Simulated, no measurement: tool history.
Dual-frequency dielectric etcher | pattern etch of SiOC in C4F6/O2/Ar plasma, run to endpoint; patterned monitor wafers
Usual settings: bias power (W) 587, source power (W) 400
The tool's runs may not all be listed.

run	hour	bias power (W)	source power (W)	incoming incoming film thickness, nm	endpoint time (s)
1	0.0	587	400	49.77	15.6
2	45.3	587	400	50.47	15.7
3	237.4	587	400	50.25	15.4
4	293.1	481	370	49.59	16.9
5	338.9	481	370	49.94	17.0
# hour 392.6: bias power generator calibrated
6	405.2	481	370	50.12	17.4
# hour 462.3: wet clean of the chamber
7	462.8	587	400	49.52	15.8
8	488.0	587	400	50.33	16.0
# hour 545.0: source power generator calibrated
9	562.1	587	400	49.82	15.7
10	598.0	587	400	49.78	15.8
# hour 656.6: upper electrode replaced
11	658.3	659	430	49.81	14.7
12	686.4	465	470	50.11	16.4
13	710.8	728	450	49.58	13.8
14	757.9	625	350	50.01	16.0
15	786.7	494	400	49.82	16.7
16	813.4	662	400	50.18	15.0
17	860.3	587	400	50.41	15.8
# hour 901.8: wet clean of the chamber
18	902.3	587	400	49.03	15.5
19	952.8	489	330	49.89	17.9

Some steps in endpoint time (s), run to run, broken into two amounts with sign: the step expected even without the hidden condition (settings, incoming material, random variation), and the rest, left for the hidden condition together with whatever gauge scatter is not in both the measured and the hidden-condition-free result:
The tool's hidden condition here consists of: etch rate over this chamber's usual, %; bias power that arrives over what is set, %; source power that arrives over what is set, %.
Run 5 -> 6: bias power generator calibrated. endpoint time (s) +0.4: hidden state +0.4, all else +0.0.
Run 12 -> 13: bias power (W) 465 -> 728, source power (W) 470 -> 450. endpoint time (s) -2.6: hidden state +0.0, all else -2.6.

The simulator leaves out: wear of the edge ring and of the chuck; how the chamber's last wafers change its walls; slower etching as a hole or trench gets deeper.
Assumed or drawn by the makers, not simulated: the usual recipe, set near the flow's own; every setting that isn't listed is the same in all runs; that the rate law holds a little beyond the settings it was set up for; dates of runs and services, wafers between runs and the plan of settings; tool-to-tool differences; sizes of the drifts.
